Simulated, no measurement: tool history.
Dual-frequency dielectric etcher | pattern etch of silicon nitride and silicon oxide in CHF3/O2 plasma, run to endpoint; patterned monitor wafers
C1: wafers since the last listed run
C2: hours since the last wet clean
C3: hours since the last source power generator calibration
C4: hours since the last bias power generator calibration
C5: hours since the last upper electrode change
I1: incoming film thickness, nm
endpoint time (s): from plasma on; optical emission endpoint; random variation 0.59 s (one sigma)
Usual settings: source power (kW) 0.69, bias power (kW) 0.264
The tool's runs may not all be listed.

{"run": 1, "hour": 0.0, "source power (kW)": 0.58, "bias power (kW)": 0.249, "C1": 0, "C2": 120.6, "C3": 156.2, "C4": 1523.7, "C5": 4268.1, "I1": 232.4, "endpoint time (s)": 139.2}
{"run": 2, "hour": 96.0, "source power (kW)": 0.69, "bias power (kW)": 0.221, "C1": 432, "C2": 216.6, "C3": 252.2, "C4": 1619.7, "C5": 4364.1, "I1": 229.1, "endpoint time (s)": 137.4}
{"run": 3, "hour": 140.3, "source power (kW)": 0.69, "bias power (kW)": 0.264, "C1": 199, "C2": 260.9, "C3": 296.5, "C4": 1664, "C5": 4408.4, "I1": 232.5, "endpoint time (s)": 127.5}
{"run": 4, "hour": 205.1, "source power (kW)": 0.69, "bias power (kW)": 0.264, "C1": 291, "C2": 325.7, "C3": 361.3, "C4": 1728.8, "C5": 4473.2, "I1": 231.7, "endpoint time (s)": 127.3}
{"run": 5, "hour": 286.5, "source power (kW)": 0.69, "bias power (kW)": 0.264, "C1": 366, "C2": 407.1, "C3": 442.7, "C4": 1810.2, "C5": 4554.6, "I1": 230.7, "endpoint time (s)": 127}
{"run": 6, "hour": 360.1, "source power (kW)": 0.69, "bias power (kW)": 0.214, "C1": 331, "C2": 480.7, "C3": 516.3, "C4": 1883.8, "C5": 4628.2, "I1": 232.3, "endpoint time (s)": 140.8}
{"run": 7, "hour": 442.3, "source power (kW)": 0.69, "bias power (kW)": 0.214, "C1": 370, "C2": 562.9, "C3": 598.5, "C4": 1966, "C5": 4710.4, "I1": 233.9, "endpoint time (s)": 141.7}
{"run": 8, "hour": 543.6, "source power (kW)": 0.69, "bias power (kW)": 0.283, "C1": 455, "C2": 664.2, "C3": 699.8, "C4": 2067.3, "C5": 4811.7, "I1": 232, "endpoint time (s)": 123.4}
{"hour": 609.7, "done": "wet clean of the chamber"}
{"run": 9, "hour": 625.4, "source power (kW)": 0.69, "bias power (kW)": 0.283, "C1": 260, "C2": 15.7, "C3": 781.6, "C4": 2149.1, "C5": 4893.5, "I1": 232.4, "endpoint time (s)": 123.5}
{"run": 10, "hour": 670.8, "source power (kW)": 0.69, "bias power (kW)": 0.264, "C1": 204, "C2": 61.1, "C3": 827, "C4": 2194.5, "C5": 4938.9, "I1": 235.4, "endpoint time (s)": 129.2}
{"hour": 827.4, "done": "bias power generator calibrated"}
{"run": 11, "hour": 985.7, "source power (kW)": 0.69, "bias power (kW)": 0.264, "C1": 1399, "C2": 376, "C3": 1141.9, "C4": 158.3, "C5": 5253.8, "I1": 232.6, "endpoint time (s)": 129.2}
{"run": 12, "hour": 1079.7, "source power (kW)": 0.69, "bias power (kW)": 0.264, "C1": 423, "C2": 470, "C3": 1235.9, "C4": 252.3, "C5": 5347.8, "I1": 231.4, "endpoint time (s)": 128.6}
{"hour": 1208.0, "done": "wet clean of the chamber"}
{"run": 13, "hour": 1309.6, "source power (kW)": 0.69, "bias power (kW)": 0.29, "C1": 926, "C2": 101.6, "C3": 1465.8, "C4": 482.2, "C5": 5577.7, "I1": 231.9, "endpoint time (s)": 121.9}
{"run": 14, "hour": 1404.9, "source power (kW)": 0.69, "bias power (kW)": 0.29, "C1": 428, "C2": 196.9, "C3": 1561.1, "C4": 577.5, "C5": 5673, "I1": 235, "endpoint time (s)": 124.3}
{"run": 15, "hour": 1505.3, "source power (kW)": 0.69, "bias power (kW)": 0.29, "C1": 451, "C2": 297.3, "C3": 1661.5, "C4": 677.9, "C5": 5773.4, "I1": 231.7, "endpoint time (s)": 122.2}
{"run": 16, "hour": 1561.3, "source power (kW)": 0.69, "bias power (kW)": 0.264, "C1": 252, "C2": 353.3, "C3": 1717.5, "C4": 733.9, "C5": 5829.4, "I1": 231.3, "endpoint time (s)": 127.4}
{"run": 17, "hour": 1656.7, "source power (kW)": 0.52, "bias power (kW)": 0.328, "C1": 429, "C2": 448.7, "C3": 1812.9, "C4": 829.3, "C5": 5924.8, "I1": 231.7, "endpoint time (s)": 125.4}
{"hour": 1664.3, "done": "source power generator calibrated"}
{"run": 18, "hour": 1720.8, "source power (kW)": 0.69, "bias power (kW)": 0.284, "C1": 270, "C2": 512.8, "C3": 56.5, "C4": 893.4, "C5": 5988.9, "I1": 232.9, "endpoint time (s)": 124.7}
{"run": 19, "hour": 1822.0, "source power (kW)": 0.69, "bias power (kW)": 0.204, "C1": 455, "C2": 614, "C3": 157.7, "C4": 994.6, "C5": 6090.1, "I1": 232, "endpoint time (s)": 142.9}
{"run": 20, "hour": 1892.0, "source power (kW)": 0.69, "bias power (kW)": 0.283, "C1": 315, "C2": 684, "C3": 227.7, "C4": 1064.6, "C5": 6160.1, "I1": 230.8, "endpoint time (s)": 122.1}
{"hour": 1918.6, "done": "wet clean of the chamber"}
{"hour": 2006.5, "done": "upper electrode replaced"}
{"run": 21, "hour": 2007.0, "source power (kW)": 0.69, "bias power (kW)": 0.264, "C1": 301, "C2": 88.4, "C3": 342.7, "C4": 1179.6, "C5": 0.5, "I1": 231.1, "endpoint time (s)": 126}
{"run": 22, "hour": 2030.4, "source power (kW)": 0.6, "bias power (kW)": 0.293, "C1": 105, "C2": 111.8, "C3": 366.1, "C4": 1203, "C5": 23.9, "I1": 231.4, "endpoint time (s)": 125.9}
{"run": 23, "hour": 2080.8, "source power (kW)": 0.55, "bias power (kW)": 0.307, "C1": 226, "C2": 162.2, "C3": 416.5, "C4": 1253.4, "C5": 74.3, "I1": 232.1, "endpoint time (s)": 127.3}
{"run": 24, "hour": 2187.1, "source power (kW)": 0.64, "bias power (kW)": 0.264, "C1": 478, "C2": 268.5, "C3": 522.8, "C4": 1359.7, "C5": 180.6, "I1": 233.2, "endpoint time (s)": 130.7}
{"run": 25, "hour": 2255.7, "source power (kW)": 0.55, "bias power (kW)": 0.299, "C1": 308, "C2": 337.1, "C3": 591.4, "C4": 1428.3, "C5": 249.2, "I1": 230.6, "endpoint time (s)": 127.6}
{"run": 26, "hour": 2363.2, "source power (kW)": 0.69, "bias power (kW)": 0.283, "C1": 483, "C2": 444.6, "C3": 698.9, "C4": 1535.8, "C5": 356.7, "I1": 228.5, "endpoint time (s)": 120.7}
{"run": 27, "hour": 2437.0, "source power (kW)": 0.69, "bias power (kW)": 0.209, "C1": 332, "C2": 518.4, "C3": 772.7, "C4": 1609.6, "C5": 430.5, "I1": 233.6, "endpoint time (s)": 142.8}
{"run": 28, "hour": 2508.4, "source power (kW)": 0.69, "bias power (kW)": 0.283, "C1": 321, "C2": 589.8, "C3": 844.1, "C4": 1681, "C5": 501.9, "I1": 232.8, "endpoint time (s)": 123.4}
{"hour": 2569.5, "done": "wet clean of the chamber"}
{"run": 29, "hour": 2578.1, "source power (kW)": 0.69, "bias power (kW)": 0.242, "C1": 205, "C2": 8.6, "C3": 913.8, "C4": 1750.7, "C5": 571.6, "I1": 231.6, "endpoint time (s)": 131.6}
{"run": 30, "hour": 2676.4, "source power (kW)": 0.75, "bias power (kW)": 0.306, "C1": 442, "C2": 106.9, "C3": 1012.1, "C4": 1849, "C5": 669.9, "I1": 232.5, "endpoint time (s)": 114.9}
{"run": 31, "hour": 2767.3, "source power (kW)": 0.53, "bias power (kW)": 0.264, "C1": 409, "C2": 197.8, "C3": 1103, "C4": 1939.9, "C5": 760.8, "I1": 231.9, "endpoint time (s)": 137.1}
{"run": 32, "hour": 2812.4, "source power (kW)": 0.69, "bias power (kW)": 0.264, "C1": 203, "C2": 242.9, "C3": 1148.1, "C4": 1985, "C5": 805.9, "I1": 231.6, "endpoint time (s)": 125.9}
{"run": 33, "hour": 2852.1, "source power (kW)": 0.55, "bias power (kW)": 0.198, "C1": 178, "C2": 282.6, "C3": 1187.8, "C4": 2024.7, "C5": 845.6, "I1": 232, "endpoint time (s)": 156.1}
{"run": 34, "hour": 2921.4, "source power (kW)": 0.54, "bias power (kW)": 0.231, "C1": 311, "C2": 351.9, "C3": 1257.1, "C4": 2094, "C5": 914.9, "I1": 234.4, "endpoint time (s)": 147.8}
{"run": 35, "hour": 3012.0, "source power (kW)": 0.64, "bias power (kW)": 0.314, "C1": 407, "C2": 442.5, "C3": 1347.7, "C4": 2184.6, "C5": 1005.5, "I1": 233, "endpoint time (s)": 120.1}
{"run": 36, "hour": 3091.4, "source power (kW)": 0.84, "bias power (kW)": 0.286, "C1": 357, "C2": 521.9, "C3": 1427.1, "C4": 2264, "C5": 1084.9, "I1": 230.3, "endpoint time (s)": 113.5}

Measured less the same run without the tool's hidden state. The same run-to-run variation is in both; the gauge's scatter may not be:
The hidden state here: etch rate over this chamber's usual, %; source power that arrives over what is set, %; bias power that arrives over what is set, %.
run=1 endpoint_time_(s)=-2.4
run=2 endpoint_time_(s)=-2.3
run=3 endpoint_time_(s)=-2.3
run=4 endpoint_time_(s)=-2.3
run=5 endpoint_time_(s)=-2.3
run=6 endpoint_time_(s)=-2.5
run=7 endpoint_time_(s)=-2.4
run=8 endpoint_time_(s)=-2.3
run=9 endpoint_time_(s)=-2.3
run=10 endpoint_time_(s)=-2.4
run=11 endpoint_time_(s)=-0.9
run=12 endpoint_time_(s)=-1.2
run=13 endpoint_time_(s)=-1.7
run=14 endpoint_time_(s)=-1.9
run=15 endpoint_time_(s)=-2.1
run=16 endpoint_time_(s)=-2.3
run=17 endpoint_time_(s)=-2.5
run=18 endpoint_time_(s)=-2.4
run=19 endpoint_time_(s)=-2.6
run=20 endpoint_time_(s)=-2.5
run=21 endpoint_time_(s)=-2.7
run=22 endpoint_time_(s)=-2.8
run=23 endpoint_time_(s)=-3
run=24 endpoint_time_(s)=-3
run=25 endpoint_time_(s)=-3
run=26 endpoint_time_(s)=-2.9
run=27 endpoint_time_(s)=-3.1
run=28 endpoint_time_(s)=-3
run=29 endpoint_time_(s)=-3
run=30 endpoint_time_(s)=-2.9
run=31 endpoint_time_(s)=-3.3
run=32 endpoint_time_(s)=-3.1
run=33 endpoint_time_(s)=-3.6
run=34 endpoint_time_(s)=-3.5
run=35 endpoint_time_(s)=-3.1
run=36 endpoint_time_(s)=-2.9
